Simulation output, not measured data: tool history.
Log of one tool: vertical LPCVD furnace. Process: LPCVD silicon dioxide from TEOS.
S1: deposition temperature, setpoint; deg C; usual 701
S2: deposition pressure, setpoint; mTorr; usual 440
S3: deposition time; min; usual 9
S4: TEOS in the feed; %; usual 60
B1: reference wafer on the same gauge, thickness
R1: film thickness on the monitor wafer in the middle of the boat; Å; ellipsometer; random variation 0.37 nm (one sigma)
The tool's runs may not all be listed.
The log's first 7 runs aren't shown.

{"run": 8, "day": 8.054, "S1": 701, "S2": 440, "S3": 9, "S4": 60, "B1": 78.06, "R1": 775.7}
{"day": 10.062, "done": "TEOS flow controller replaced"}
{"run": 9, "day": 10.083, "S1": 701, "S2": 440, "S3": 9, "S4": 60, "B1": 78.27, "R1": 774.5}
{"run": 10, "day": 10.917, "S1": 701, "S2": 440, "S3": 9, "S4": 60, "B1": 78.12, "R1": 775.3}
{"run": 11, "day": 11.833, "S1": 692, "S2": 485, "S3": 6, "S4": 68, "B1": 78.14, "R1": 468.4}
{"run": 12, "day": 12.883, "S1": 709, "S2": 440, "S3": 9, "S4": 66, "B1": 78.32, "R1": 977.2}
{"run": 13, "day": 13.846, "S1": 691, "S2": 330, "S3": 9, "S4": 72, "B1": 78.12, "R1": 587.4}
{"run": 14, "day": 14.962, "S1": 701, "S2": 440, "S3": 9, "S4": 60, "B1": 78.46, "R1": 775.9}
{"run": 15, "day": 16.408, "S1": 712, "S2": 370, "S3": 7, "S4": 57, "B1": 78.12, "R1": 697.5}
{"run": 16, "day": 16.929, "S1": 697, "S2": 400, "S3": 12, "S4": 60, "B1": 78.12, "R1": 901.6}

The next listed run, before its measurement:
{"run": 17, "day": 18.317, "S1": 704, "S2": 385, "S3": 9, "S4": 71, "B1": "?", "R1": "?"}

{"run 17": {"B1": 78.39, "R1": 846.1}}
Without the tool's hidden state the same run would have given R1 844.3 Å.
